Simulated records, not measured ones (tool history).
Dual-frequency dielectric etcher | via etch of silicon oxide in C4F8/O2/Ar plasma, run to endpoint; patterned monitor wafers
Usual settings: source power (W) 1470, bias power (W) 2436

run	hour	source power (W)	bias power (W)	wafers since the last listed run	hours since the last wet clean	hours since the last source power generator calibration	hours since the last bias power generator calibration	hours since the last upper electrode change	incoming incoming film thickness, nm	endpoint time (s)
1	0	1470	2436	0	247.1	3974.7	2090.8	3931.4	1778.6	370.2
2	105.3	1470	2436	535	352.4	4080	2196.1	4036.7	1780.9	373.9
3	205	1470	2436	506	452.1	4179.7	2295.8	4136.4	1788.6	378.2
# hour 261.4: wet clean of the chamber
4	310.9	1470	2436	416	49.5	4285.6	2401.7	4242.3	1801.5	369.5
5	393.5	1550	2860	419	132.1	4368.2	2484.3	4324.9	1779.1	338.9
6	463.4	1550	2860	355	202	4438.1	2554.2	4394.8	1788.5	338.7
7	525.4	1260	1982	315	264	4500.1	2616.2	4456.8	1792.9	430.7
8	593	1260	1982	343	331.6	4567.7	2683.8	4524.4	1798.8	435
9	631.6	1470	2436	196	370.2	4606.3	2722.4	4563	1762.5	366
10	699.7	1470	2436	346	438.3	4674.4	2790.5	4631.1	1792.5	374.1
# hour 889.2: wet clean of the chamber
11	903.1	1470	2436	912	13.9	4877.8	2993.9	4834.5	1795.4	369.1
12	939.5	1470	2916	185	50.3	4914.2	3030.3	4870.9	1787.7	339.1
# hour 976.8: source power generator calibrated
13	1013.3	1470	2916	354	124.1	36.5	3104.1	4944.7	1800.9	342
14	1112.7	1470	2916	505	223.5	135.9	3203.5	5044.1	1796.8	340.3
15	1216.5	1710	2436	527	327.3	239.7	3307.3	5147.9	1782.8	348.7
16	1300.6	1710	2436	427	411.4	323.8	3391.4	5232	1796.6	350.6
17	1364.6	1470	2669	325	475.4	387.8	3455.4	5296	1782.5	354.1
# hour 1463.4: wet clean of the chamber
18	1463.9	1170	2436	382	0.5	487.1	3554.7	5395.3	1781.4	389.1
# hour 1511.9: upper electrode replaced
19	1512.4	1470	2436	124	49	535.6	3603.2	0.5	1797.5	366.3
20	1598.6	1470	2436	438	135.2	621.8	3689.4	86.7	1774.8	361.4
# hour 1654.3: bias power generator calibrated
21	1701.8	1470	2436	504	238.4	725	47.5	189.9	1807.2	381.2
22	1776.1	1150	2833	377	312.7	799.3	121.8	264.2	1773.1	384.2
23	1995.2	1380	2825	1113	531.8	1018.4	340.9	483.3	1802.7	369.1
# hour 2075.3: wet clean of the chamber
24	2185.6	1340	1941	845	110.3	1208.8	531.3	673.7	1782.7	431.5
25	2308.8	1470	2436	626	233.5	1332	654.5	796.9	1793.6	379.4
26	2369.8	1740	2851	310	294.5	1393	715.5	857.9	1790.5	336.2
27	2424.1	1320	3002	276	348.8	1447.3	769.8	912.2	1796.3	360.4
28	2462.7	1150	2833	196	387.4	1485.9	808.4	950.8	1792	388
# hour 2560.4: wet clean of the chamber
29	2560.9	1470	2200	377	0.5	1584.1	906.6	1049	1797.6	394.8
30	2638.1	1660	2722	392	77.7	1661.3	983.8	1126.2	1777.2	343.8
31	2703.9	1470	2809	334	143.5	1727.1	1049.6	1192	1771.3	353.5
32	2759.9	1470	2916	284	199.5	1783.1	1105.6	1248	1779.7	345.8

4 ways to go on from here, each from the tool as it stands after run 32. What would each give?
A	2760.4	1470	2070	2	200	1783.6	1106.1	1248.5	1771.8	?
B	2760.4	1470	1944	2	200	1783.6	1106.1	1248.5	1771.8	?
C	2760.4	1720	2928	2	200	1783.6	1106.1	1248.5	1771.8	?
D	2760.4	1770	2198	2	200	1783.6	1106.1	1248.5	1771.8	?

run	endpoint time (s)
A	404.4
B	416.5
C	328.3
D	368.7
Without the tool's hidden state the same runs would have given:
run	endpoint time (s)
A	398.7
B	410.6
C	323.5
D	363.5
